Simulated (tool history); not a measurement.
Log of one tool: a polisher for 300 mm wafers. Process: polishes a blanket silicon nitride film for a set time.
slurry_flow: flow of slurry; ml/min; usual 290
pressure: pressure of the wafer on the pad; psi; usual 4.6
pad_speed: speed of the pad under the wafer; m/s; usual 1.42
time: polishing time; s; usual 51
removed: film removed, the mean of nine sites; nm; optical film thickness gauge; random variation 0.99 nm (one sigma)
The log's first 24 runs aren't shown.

run   hour  slurry_flow  pressure  pad_speed  time  wafers since the last listed run  wafers polished on this pad  hours since the slurry nozzle was cleaned  hours since the head pressure was calibrated  incoming thickness of the incoming film, nm  removed
 25  350.7          290       5.4       1.42    36                               162                          559                                       94.2                                          26.3                                        432.5    103.1
 26  360.6          240       4.6       1.42    62                                92                          651                                      104.1                                          36.2                                        425.6    149.6
 27  377.3          290       4.6       1.42    51                               155                          807                                      120.8                                          52.9                                        435.4    123.3
 28  387.6          290       4.6        1.3    51                                96                          903                                      131.1                                          63.2                                        437.9    115.6
 29  393.6          350       3.3       1.64    64                                56                          959                                      137.1                                          69.2                                        431.8      123
 30  402.6          250       4.6       1.42    51                                84                         1044                                      146.1                                          78.2                                        431.7    116.7
     409.5  -- worn pad replaced by a new one
 31  419.1          290       4.6       1.72    51                               116                           89                                      162.6                                          94.7                                        422.4    143.3
 32  436.7          290       4.6       1.42    67                               164                          254                                      180.2                                         112.3                                        427.2    168.2
 33  450.6          200       4.6       1.72    63                               129                          383                                      194.1                                         126.2                                        432.8    171.3
 34  458.1          370       4.6       1.06    51                                70                          453                                      201.6                                         133.7                                        434.7    107.2
 35  468.1          290         6       1.42    61                                93                          547                                      211.6                                         143.7                                        433.4    193.7
 36  485.8          290       3.7       1.42    51                               165                          712                                      229.3                                         161.4                                        428.4     99.7

5 ways to go on from here, each from the tool as it stands after run 36. What would each give?
  A  486.2          290       4.6       1.42    51                                 3                          716                                      229.7                                         161.8                                        427.9        ?
  B  486.2          330       5.8       1.26    57                                 3                          716                                      229.7                                         161.8                                        427.9        ?
  C  486.2          255         4       1.42    51                                 3                          716                                      229.7                                         161.8                                        427.9        ?
  D  486.2          290       4.6       1.42    39                                 3                          716                                      229.7                                         161.8                                        427.9        ?
  E  486.2          325       3.1       1.42    51                                 3                          716                                      229.7                                         161.8                                        427.9        ?

run  removed
  A    124.7
  B    164.9
  C    107.3
  D     95.3
  E     84.7
Without the tool's hidden state the same runs would have given:
run  removed
  A    130.9
  B    173.1
  C    112.7
  D    100.1
  E     88.9

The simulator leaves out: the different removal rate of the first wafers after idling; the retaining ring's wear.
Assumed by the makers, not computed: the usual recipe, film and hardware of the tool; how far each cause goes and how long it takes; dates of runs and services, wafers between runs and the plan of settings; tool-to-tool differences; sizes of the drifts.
